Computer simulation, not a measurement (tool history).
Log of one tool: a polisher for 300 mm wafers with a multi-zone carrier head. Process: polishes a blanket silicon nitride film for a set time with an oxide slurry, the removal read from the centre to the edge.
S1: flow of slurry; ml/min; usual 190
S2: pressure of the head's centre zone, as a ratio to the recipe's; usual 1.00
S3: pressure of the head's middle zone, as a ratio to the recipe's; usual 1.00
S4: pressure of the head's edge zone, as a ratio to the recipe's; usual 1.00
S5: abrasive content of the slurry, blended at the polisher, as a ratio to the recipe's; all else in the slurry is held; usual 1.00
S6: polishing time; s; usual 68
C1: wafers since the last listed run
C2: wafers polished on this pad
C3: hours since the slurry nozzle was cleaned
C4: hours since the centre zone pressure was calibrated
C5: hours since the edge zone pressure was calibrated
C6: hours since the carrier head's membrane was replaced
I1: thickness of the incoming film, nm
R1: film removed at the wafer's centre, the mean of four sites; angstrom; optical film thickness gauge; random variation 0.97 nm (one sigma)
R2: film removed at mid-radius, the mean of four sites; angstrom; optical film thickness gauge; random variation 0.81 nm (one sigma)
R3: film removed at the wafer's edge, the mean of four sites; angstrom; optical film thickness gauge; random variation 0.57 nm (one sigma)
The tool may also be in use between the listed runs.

{"run": 1, "day": 0.0, "S1": 190, "S2": 1.0, "S3": 1.0, "S4": 1.0, "S5": 1.0, "S6": 78, "C1": 0, "C2": 96, "C3": 194.4, "C4": 1169.8, "C5": 722.9, "C6": 1222.1, "I1": 597.5, "R1": 754, "R2": 752, "R3": 734}
{"run": 2, "day": 0.975, "S1": 190, "S2": 1.0, "S3": 1.0, "S4": 1.0, "S5": 1.0, "S6": 78, "C1": 364, "C2": 460, "C3": 217.8, "C4": 1193.2, "C5": 746.3, "C6": 1245.5, "I1": 585.8, "R1": 737, "R2": 749, "R3": 736}
{"day": 3.092, "done": "worn pad replaced by a new one"}
{"run": 3, "day": 4.525, "S1": 190, "S2": 1.0, "S3": 1.0, "S4": 1.0, "S5": 1.0, "S6": 68, "C1": 1264, "C2": 536, "C3": 303.0, "C4": 1278.4, "C5": 831.5, "C6": 1330.7, "I1": 588.9, "R1": 625, "R2": 659, "R3": 640}
{"run": 4, "day": 5.271, "S1": 190, "S2": 1.0, "S3": 1.0, "S4": 1.0, "S5": 1.0, "S6": 68, "C1": 278, "C2": 814, "C3": 320.9, "C4": 1296.3, "C5": 849.4, "C6": 1348.6, "I1": 586.3, "R1": 640, "R2": 646, "R3": 641}
{"day": 6.075, "done": "edge zone pressure recalibrated"}
{"run": 5, "day": 6.312, "S1": 190, "S2": 1.0, "S3": 1.0, "S4": 1.0, "S5": 1.0, "S6": 68, "C1": 358, "C2": 1172, "C3": 345.9, "C4": 1321.3, "C5": 5.7, "C6": 1373.6, "I1": 585.2, "R1": 640, "R2": 664, "R3": 645}
{"day": 6.533, "done": "worn pad replaced by a new one"}
{"day": 6.679, "done": "slurry nozzle cleaned"}
{"day": 6.875, "done": "centre zone pressure recalibrated"}
{"run": 6, "day": 7.792, "S1": 160, "S2": 1.0, "S3": 1.0, "S4": 1.0, "S5": 1.0, "S6": 68, "C1": 443, "C2": 422, "C3": 26.7, "C4": 22.0, "C5": 41.2, "C6": 1409.1, "I1": 594.0, "R1": 578, "R2": 582, "R3": 593}
{"day": 8.312, "done": "carrier head's membrane replaced by a new one"}
{"run": 7, "day": 8.329, "S1": 160, "S2": 1.0, "S3": 1.0, "S4": 1.0, "S5": 1.0, "S6": 68, "C1": 123, "C2": 545, "C3": 39.6, "C4": 34.9, "C5": 54.1, "C6": 0.4, "I1": 593.0, "R1": 558, "R2": 582, "R3": 589}
{"run": 8, "day": 8.942, "S1": 190, "S2": 1.0, "S3": 1.0, "S4": 0.96, "S5": 1.0, "S6": 68, "C1": 228, "C2": 774, "C3": 54.3, "C4": 49.6, "C5": 68.8, "C6": 15.1, "I1": 588.1, "R1": 601, "R2": 588, "R3": 598}
{"day": 10.233, "done": "worn pad replaced by a new one"}
{"run": 9, "day": 10.425, "S1": 190, "S2": 1.05, "S3": 1.0, "S4": 1.0, "S5": 1.0, "S6": 84, "C1": 492, "C2": 71, "C3": 89.9, "C4": 85.2, "C5": 104.4, "C6": 50.7, "I1": 596.8, "R1": 756, "R2": 719, "R3": 749}
{"day": 10.617, "done": "slurry nozzle cleaned, repeated, since the last time left the tool worse"}
{"run": 10, "day": 11.529, "S1": 190, "S2": 1.0, "S3": 1.0, "S4": 1.0, "S5": 1.0, "S6": 78, "C1": 397, "C2": 468, "C3": 21.9, "C4": 111.7, "C5": 130.9, "C6": 77.2, "I1": 576.4, "R1": 782, "R2": 769, "R3": 762}
{"run": 11, "day": 12.442, "S1": 190, "S2": 1.03, "S3": 1.03, "S4": 1.0, "S5": 1.0, "S6": 60, "C1": 340, "C2": 809, "C3": 43.8, "C4": 133.6, "C5": 152.8, "C6": 99.1, "I1": 589.8, "R1": 613, "R2": 606, "R3": 574}
{"day": 13.917, "done": "worn pad replaced by a new one"}
{"run": 12, "day": 16.354, "S1": 190, "S2": 1.0, "S3": 1.0, "S4": 1.0, "S5": 1.0, "S6": 68, "C1": 1399, "C2": 911, "C3": 137.7, "C4": 227.5, "C5": 246.7, "C6": 193.0, "I1": 601.2, "R1": 675, "R2": 661, "R3": 646}
{"day": 17.171, "done": "worn pad replaced by a new one"}
{"run": 13, "day": 17.396, "S1": 245, "S2": 1.11, "S3": 1.0, "S4": 1.07, "S5": 1.0, "S6": 44, "C1": 326, "C2": 83, "C3": 162.7, "C4": 252.5, "C5": 271.7, "C6": 218.0, "I1": 596.4, "R1": 489, "R2": 443, "R3": 446}
{"run": 14, "day": 18.042, "S1": 210, "S2": 1.0, "S3": 1.04, "S4": 0.95, "S5": 0.75, "S6": 68, "C1": 241, "C2": 324, "C3": 178.2, "C4": 268.0, "C5": 287.2, "C6": 233.5, "I1": 578.6, "R1": 576, "R2": 595, "R3": 560}

What the log doesn't show, run by run:
removal rate lost through wear of the pad, %: 0 in every run
deviation of the centre zone's pressure from its setpoint, %: 0 in every run
deviation of the edge zone's pressure from its setpoint, %: 0 in every run
H1: slurry flow missing at the pad, %
run=1 H1=20.8
run=2 H1=21.5
run=3 H1=23.2
run=4 H1=23.4
run=5 H1=23.7
run=6 H1=43.7
run=7 H1=45.7
run=8 H1=47.8
run=9 H1=51.7
run=10 H1=4.32
run=11 H1=7.76
run=12 H1=16.7
run=13 H1=18
run=14 H1=18.7

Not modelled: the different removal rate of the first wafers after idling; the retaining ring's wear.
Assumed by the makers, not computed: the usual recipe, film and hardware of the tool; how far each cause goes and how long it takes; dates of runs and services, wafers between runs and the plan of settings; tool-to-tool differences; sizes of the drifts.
